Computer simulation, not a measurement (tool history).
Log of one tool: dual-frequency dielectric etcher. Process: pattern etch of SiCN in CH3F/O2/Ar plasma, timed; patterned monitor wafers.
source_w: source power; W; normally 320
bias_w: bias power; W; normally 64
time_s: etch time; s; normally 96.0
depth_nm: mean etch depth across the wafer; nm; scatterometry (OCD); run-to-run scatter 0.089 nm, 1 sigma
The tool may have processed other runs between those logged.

| run | hour | source_w | bias_w | time_s | wafers since the last listed run | hours since the last wet clean | hours since the last source power generator calibration | hours since the last bias power generator calibration | hours since the last upper electrode change | hours since the gauge calibration | read-back reference wafer on the same gauge, depth_nm | depth_nm |
|---|---|---|---|---|---|---|---|---|---|---|---|---|
| 1 | 0.0 | 270 | 64 | 96.0 | 0 | 418.5 | 5338.5 | 2649.2 | 4251.7 | 275.0 | 29.71 | 29.05 |
| 2 | 10.7 | 270 | 64 | 96.0 | 147 | 429.2 | 5349.2 | 2659.9 | 4262.4 | 285.7 | 29.71 | 29.21 |
| 3 | 28.2 | 290 | 64 | 96.0 | 240 | 446.7 | 5366.7 | 2677.4 | 4279.9 | 303.2 | 29.69 | 30.53 |
| 4 | 34.2 | 320 | 64 | 81.5 | 82 | 452.7 | 5372.7 | 2683.4 | 4285.9 | 309.2 | 29.70 | 27.40 |
| 5 | 48.4 | 320 | 64 | 81.5 | 195 | 466.9 | 5386.9 | 2697.6 | 4300.1 | 323.4 | 29.68 | 27.54 |
| 6 | 71.0 | 370 | 64 | 96.0 | 310 | 489.5 | 5409.5 | 2720.2 | 4322.7 | 346.0 | 29.67 | 35.30 |
| 7 | 78.5 | 370 | 64 | 96.0 | 103 | 497.0 | 5417.0 | 2727.7 | 4330.2 | 353.5 | 29.71 | 35.27 |
| 8 | 95.1 | 320 | 64 | 96.0 | 228 | 513.6 | 5433.6 | 2744.3 | 4346.8 | 370.1 | 29.70 | 32.45 |
| 9 | 102.6 | 320 | 64 | 96.0 | 103 | 521.1 | 5441.1 | 2751.8 | 4354.3 | 377.6 | 29.71 | 32.54 |
| 10 | 136.9 | 320 | 59 | 96.0 | 471 | 555.4 | 5475.4 | 2786.1 | 4388.6 | 411.9 | 29.70 | 31.68 |
| 11 | 144.7 | 320 | 59 | 96.0 | 107 | 563.2 | 5483.2 | 2793.9 | 4396.4 | 419.7 | 29.70 | 31.64 |
| 12 | 155.4 | 320 | 59 | 96.0 | 147 | 573.9 | 5493.9 | 2804.6 | 4407.1 | 430.4 | 29.70 | 31.73 |
| 13 | 170.3 | 320 | 64 | 96.0 | 204 | 588.8 | 5508.8 | 2819.5 | 4422.0 | 445.3 | 29.68 | 32.58 |
|  | 173.8 | gauge calibrated |
|  | 225.0 | source power generator calibrated |
|  | 234.3 | wet clean of the chamber |
| 14 | 234.8 | 320 | 64 | 107.0 | 703 | 0.5 | 9.8 | 2884.0 | 4486.5 | 61.0 | 29.71 | 36.66 |
| 15 | 240.0 | 250 | 80 | 86.0 | 71 | 5.7 | 15.0 | 2889.2 | 4491.7 | 66.2 | 29.69 | 26.88 |
| 16 | 257.0 | 320 | 64 | 96.0 | 233 | 22.7 | 32.0 | 2906.2 | 4508.7 | 83.2 | 29.69 | 33.02 |
| 17 | 264.9 | 320 | 64 | 96.0 | 108 | 30.6 | 39.9 | 2914.1 | 4516.6 | 91.1 | 29.71 | 32.87 |
|  | 295.9 | upper electrode replaced |
|  | 307.1 | wet clean of the chamber, repeated, since the last time left the tool worse |
| 18 | 307.6 | 320 | 64 | 96.0 | 103 | 0.5 | 82.6 | 2956.8 | 11.7 | 133.8 | 29.71 | 31.99 |
| 19 | 307.9 | 370 | 75 | 111.0 | 4 | 0.8 | 82.9 | 2957.1 | 12.0 | 134.1 | 29.70 | 42.05 |
| 20 | 308.2 | 250 | 64 | 87.0 | 4 | 1.1 | 83.2 | 2957.4 | 12.3 | 134.4 | 29.69 | 24.79 |
| 21 | 314.2 | 240 | 70 | 68.5 | 82 | 7.1 | 89.2 | 2963.4 | 18.3 | 140.4 | 29.68 | 19.58 |
| 22 | 323.2 | 360 | 64 | 96.0 | 123 | 16.1 | 98.2 | 2972.4 | 27.3 | 149.4 | 29.71 | 34.06 |
|  | 334.9 | bias power generator calibrated |
| 23 | 337.0 | 320 | 64 | 96.0 | 134 | 29.9 | 112.0 | 2.1 | 41.1 | 163.2 | 29.69 | 32.08 |
| 24 | 352.6 | 350 | 75 | 77.0 | 214 | 45.5 | 127.6 | 17.7 | 56.7 | 178.8 | 29.72 | 28.16 |
| 25 | 367.2 | 250 | 56 | 114.5 | 200 | 60.1 | 142.2 | 32.3 | 71.3 | 193.4 | 29.70 | 31.65 |
| 26 | 378.2 | 320 | 64 | 108.5 | 151 | 71.1 | 153.2 | 43.3 | 82.3 | 204.4 | 29.70 | 36.36 |
| 27 | 386.4 | 280 | 51 | 124.0 | 112 | 79.3 | 161.4 | 51.5 | 90.5 | 212.6 | 29.70 | 35.97 |
| 28 | 401.4 | 390 | 75 | 106.0 | 206 | 94.3 | 176.4 | 66.5 | 105.5 | 227.6 | 29.68 | 41.40 |
| 29 | 414.7 | 350 | 56 | 110.5 | 182 | 107.6 | 189.7 | 79.8 | 118.8 | 240.9 | 29.70 | 37.51 |
| 30 | 430.6 | 320 | 64 | 96.0 | 218 | 123.5 | 205.6 | 95.7 | 134.7 | 256.8 | 29.71 | 32.09 |

What differs in the tool's unlogged condition from the final listed run ahead of each entry between runs to the first listed run following it?
From run 13 to run 14: gauge calibrated (hour 173.8); source power generator calibrated (hour 225.0); wet clean of the chamber (hour 234.3)
  etch rate over this chamber's usual, %: 1.96 -> 3.38
  what was measured, less what the result would be without the hidden state, depth_nm: +0.62 -> +1.20 nm
From run 17 to run 18: upper electrode replaced (hour 295.9); wet clean of the chamber, repeated, since the last time left the tool worse (hour 307.1)
  etch rate over this chamber's usual, %: 3.48 -> 0.196
  what was measured, less what the result would be without the hidden state, depth_nm: +1.10 -> +0.06 nm
From run 22 to run 23: bias power generator calibrated (hour 334.9)
  etch rate over this chamber's usual, %: 0.247 -> 0.292
  what was measured, less what the result would be without the hidden state, depth_nm: +0.08 -> +0.10 nm
